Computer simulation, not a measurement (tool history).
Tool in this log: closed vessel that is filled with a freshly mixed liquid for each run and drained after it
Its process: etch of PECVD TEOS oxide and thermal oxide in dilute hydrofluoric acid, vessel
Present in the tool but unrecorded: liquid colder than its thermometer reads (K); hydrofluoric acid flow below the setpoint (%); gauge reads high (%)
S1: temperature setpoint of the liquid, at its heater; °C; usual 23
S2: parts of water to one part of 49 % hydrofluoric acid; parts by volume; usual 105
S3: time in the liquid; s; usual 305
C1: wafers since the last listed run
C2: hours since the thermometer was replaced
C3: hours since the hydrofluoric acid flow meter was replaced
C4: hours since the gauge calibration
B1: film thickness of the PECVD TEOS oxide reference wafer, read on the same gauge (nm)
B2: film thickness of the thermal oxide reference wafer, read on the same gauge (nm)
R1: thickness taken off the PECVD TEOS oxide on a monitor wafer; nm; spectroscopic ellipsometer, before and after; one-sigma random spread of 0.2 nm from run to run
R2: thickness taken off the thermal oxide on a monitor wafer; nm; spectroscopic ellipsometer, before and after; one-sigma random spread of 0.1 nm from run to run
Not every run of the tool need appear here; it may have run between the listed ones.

run,hour,S1,S2,S3,C1,C2,C3,C4,B1,B2,R1,R2
1,0,21.5,90,305,0,1529.3,2217.6,217.1,120,140.01,39.12,13.83
2,14.1,21.5,90,305,1422,1543.4,2231.7,231.2,119.97,140,38.89,13.96
3,24.3,23,105,305,1029,1553.6,2241.9,241.4,119.96,139.98,35.16,12.43
4,36,23,105,305,1180,1565.3,2253.6,253.1,119.98,140,35.33,12.56
5,52.9,23,105,305,1705,1582.2,2270.5,270,120.02,140.02,34.91,12.37
6,69.5,23,105,305,1674,1598.8,2287.1,286.6,119.97,140,35,12.32
7,77,23,130,305,756,1606.3,2294.6,294.1,120.01,140,27.45,9.72
8,94.9,23,105,305,1806,1624.2,2312.5,312,119.99,140.03,34.67,12.31
9,101.9,23,105,305,706,1631.2,2319.5,319,119.99,140,34.97,12.21
10,114.3,23,105,305,1251,1643.6,2331.9,331.4,120.02,140,34.98,12.2
# hour 122.7: hydrofluoric acid flow meter replaced
11,127.2,25.5,70,305,1200,1656.5,4.5,344.3,120,140,69.8,24.66
12,133.5,25.5,70,305,635,1662.8,10.8,350.6,119.98,139.99,69.79,24.49
# hour 147.8: thermometer replaced
13,148.7,23,105,305,1432,0.9,26,365.8,119.98,140.01,40.62,14.1
14,162.7,23,105,305,1412,14.9,40,379.8,120,140,40.18,14.34
15,180.2,23,135,305,1765,32.4,57.5,397.3,120.02,140.01,29.85,10.6
16,224.5,27.5,140,445,4469,76.7,101.8,441.6,120.01,140,49.51,17.57
17,234.2,23,105,305,978,86.4,111.5,451.3,120,139.99,40.48,14.02
# hour 236.5: gauge calibrated
18,252.3,18.5,105,460,1826,104.5,129.6,15.8,120,140.01,50.63,17.77
19,267.5,19,140,250,1533,119.7,144.8,31,120.03,140.01,20.08,7.03
20,284.5,23,105,305,1715,136.7,161.8,48,119.99,139.97,40.01,14.02
21,299,27,105,485,1462,151.2,176.3,62.5,120.02,140.01,74.01,25.99
22,316.3,23,80,305,1745,168.5,193.6,79.8,120,140.01,53.9,18.9
23,323.8,23,105,305,756,176,201.1,87.3,120,140,39.57,14.04
24,338.7,27,60,205,1503,190.9,216,102.2,120,140,58.29,20.42
25,345.1,23,90,385,645,197.3,222.4,108.6,120.04,140,60.04,21.05

Branching from run 25: 5 alternative next runs. What would each branch give?
A,345.8,26.5,105,305,70,198,223.1,109.3,?,?,?,?
B,345.8,21,90,415,70,198,223.1,109.3,?,?,?,?
C,345.8,27,90,170,70,198,223.1,109.3,?,?,?,?
D,345.8,20,105,470,70,198,223.1,109.3,?,?,?,?
E,345.8,25,60,380,70,198,223.1,109.3,?,?,?,?

run,B1,B2,R1,R2
A,120,140.01,45.79,16.1
B,120,140.01,59.55,20.94
C,120,140.01,30.98,10.89
D,120,140.01,54.53,19.18
E,120,140.01,100,35.17
Had the tool no hidden state, the same runs would have come out as:
run,R1,R2
A,47.28,16.63
B,61.43,21.6
C,31.97,11.24
D,56.27,19.79
E,103.09,36.25
